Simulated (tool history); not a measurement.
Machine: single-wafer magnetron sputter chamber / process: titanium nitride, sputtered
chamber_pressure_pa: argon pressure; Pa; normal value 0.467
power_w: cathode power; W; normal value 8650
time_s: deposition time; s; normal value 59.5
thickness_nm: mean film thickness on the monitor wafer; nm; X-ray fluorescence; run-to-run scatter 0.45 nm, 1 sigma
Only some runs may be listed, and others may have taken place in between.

run,hour,chamber_pressure_pa,power_w,time_s,wafers since the last listed run,wafers on the sputter target,hours since the last manometer calibration,hours since the magnet pack was replaced,hours since the gauge calibration,"read-back reference wafer on the same gauge, thickness_nm",thickness_nm
1,0,0.374,7950,59.5,0,3729,2822.8,4477.4,108.6,84.482,74.992
2,29.3,0.467,8650,59.5,381,4111,2852.1,4506.7,137.9,84.444,77.627
3,37.8,0.467,8650,59.5,110,4222,2860.6,4515.2,146.4,84.589,77.183
4,50.8,0.467,8650,59.5,169,4391,2873.6,4528.2,159.4,84.617,76.963
# hour 58.8: capacitance manometer re-zeroed and calibrated
5,59.3,0.467,8650,59.5,6,4397,0.5,4536.7,167.9,84.549,76.926
6,75.2,0.467,8650,59.5,207,4604,16.4,4552.6,183.8,84.543,76.827
# hour 100.5: magnet pack replaced
7,101,0.467,8650,59.5,231,4836,42.2,0.5,209.6,84.481,75.399
8,103.9,0.634,8650,59.5,37,4874,45.1,3.4,212.5,84.502,70.929
# hour 110.2: gauge calibrated
9,115.1,0.372,9550,59.5,145,5020,56.3,14.6,4.9,84.495,87.491
10,124.4,0.617,7350,67.5,121,5141,65.6,23.9,14.2,84.505,68.027
# hour 142.8: sputter target and shields replaced
11,143.3,0.6,9400,56.5,141,6,84.5,42.8,33.1,84.56,80.783
12,148.2,0.467,8650,65.2,63,69,89.4,47.7,38,84.581,91.334
13,159.2,0.297,7200,50.8,143,213,100.4,58.7,49,84.416,63.294
14,176.2,0.467,8650,69.9,221,434,117.4,75.7,66,84.498,97.183
15,190.7,0.467,8650,59.5,188,623,131.9,90.2,80.5,84.462,82.857

Below, some changes in thickness_nm between adjacent runs. For each, the amount present without the hidden state too (settings, incoming material, random variation) and the amount remaining for the hidden state with gauge scatter not shared by both compared results:
Hidden conditions of the tool in this case: deposition rate above that of a new target (%); true argon pressure above the setpoint (%); gauge reads high (%).
Run 10 -> 11: chamber_pressure_pa 0.617 -> 0.6, power_w 7350 -> 9400, time_s 67.5 -> 56.5, sputter target and shields replaced. thickness_nm +12.756 nm: hidden state +6.593, all else +6.163.
Run 13 -> 14: chamber_pressure_pa 0.297 -> 0.467, power_w 7200 -> 8650, time_s 50.8 -> 69.9. thickness_nm +33.889 nm: hidden state -0.509, all else +34.398.
